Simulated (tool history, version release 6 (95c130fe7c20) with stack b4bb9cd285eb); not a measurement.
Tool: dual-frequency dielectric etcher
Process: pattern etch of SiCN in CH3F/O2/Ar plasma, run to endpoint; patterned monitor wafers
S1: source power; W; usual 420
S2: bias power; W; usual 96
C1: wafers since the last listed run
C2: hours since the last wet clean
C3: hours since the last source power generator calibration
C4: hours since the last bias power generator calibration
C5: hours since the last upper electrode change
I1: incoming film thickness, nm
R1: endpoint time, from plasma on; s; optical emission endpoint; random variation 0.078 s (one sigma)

Run 1, day 0.000: usual settings but S1 380 W; C1 0; C2 157.0; C3 3501.2; C4 3103.7; C5 3167.0; I1 9.44. Result: R1 23.1 s.
Run 2, day 1.062: usual settings but S1 380 W; C1 326; C2 182.5; C3 3526.7; C4 3129.2; C5 3192.5; I1 9.43. Result: R1 23.3 s.
Run 3, day 2.146: usual settings but S1 380 W; C1 332; C2 208.5; C3 3552.7; C4 3155.2; C5 3218.5; I1 9.47. Result: R1 23.3 s.
Run 4, day 4.529: usual settings; C1 731; C2 265.7; C3 3609.9; C4 3212.4; C5 3275.7; I1 9.47. Result: R1 22.3 s.
Run 5, day 5.196: usual settings; C1 204; C2 281.7; C3 3625.9; C4 3228.4; C5 3291.7; I1 9.50. Result: R1 22.4 s.
Run 6, day 6.108: usual settings; C1 279; C2 303.6; C3 3647.8; C4 3250.3; C5 3313.6; I1 9.34. Result: R1 22.0 s.
Run 7, day 7.017: usual settings but S2 102 W; C1 278; C2 325.4; C3 3669.6; C4 3272.1; C5 3335.4; I1 9.40. Result: R1 21.7 s.
Run 8, day 7.629: usual settings but S1 470 W, S2 90 W; C1 187; C2 340.1; C3 3684.3; C4 3286.8; C5 3350.1; I1 9.42. Result: R1 21.6 s.
At day 9.504: wet clean of the chamber.
Run 9, day 9.525: usual settings but S1 340 W, S2 110 W; C1 274; C2 0.5; C3 3729.8; C4 3332.3; C5 3395.6; I1 9.47. Result: R1 23.4 s.
Run 10, day 9.538: usual settings but S1 480 W, S2 88 W; C1 3; C2 0.8; C3 3730.1; C4 3332.6; C5 3395.9; I1 9.34. Result: R1 21.5 s.
At day 9.871: source power generator calibrated.
Run 11, day 9.938: usual settings but S1 480 W, S2 88 W; C1 71; C2 10.4; C3 1.6; C4 3342.2; C5 3405.5; I1 9.35. Result: R1 21.6 s.
At day 12.525: upper electrode replaced.
Run 12, day 12.546: usual settings but S1 520 W; C1 493; C2 73.0; C3 64.2; C4 3404.8; C5 0.5; I1 9.42. Result: R1 20.6 s.
At day 13.325: bias power generator calibrated.
Run 13, day 13.529: usual settings; C1 250; C2 96.6; C3 87.8; C4 4.9; C5 24.1; I1 9.44. Result: R1 22.4 s.

The next listed run, before its measurement:
Run 14, day 14.900: usual settings but S1 390 W; C1 420; C2 129.5; C3 120.7; C4 37.8; C5 57.0; I1 9.43. Result: R1 ?.

{"run 14": {"R1": 23.0}}
Without the tool's hidden state the same run would have given R1 23.1 s.

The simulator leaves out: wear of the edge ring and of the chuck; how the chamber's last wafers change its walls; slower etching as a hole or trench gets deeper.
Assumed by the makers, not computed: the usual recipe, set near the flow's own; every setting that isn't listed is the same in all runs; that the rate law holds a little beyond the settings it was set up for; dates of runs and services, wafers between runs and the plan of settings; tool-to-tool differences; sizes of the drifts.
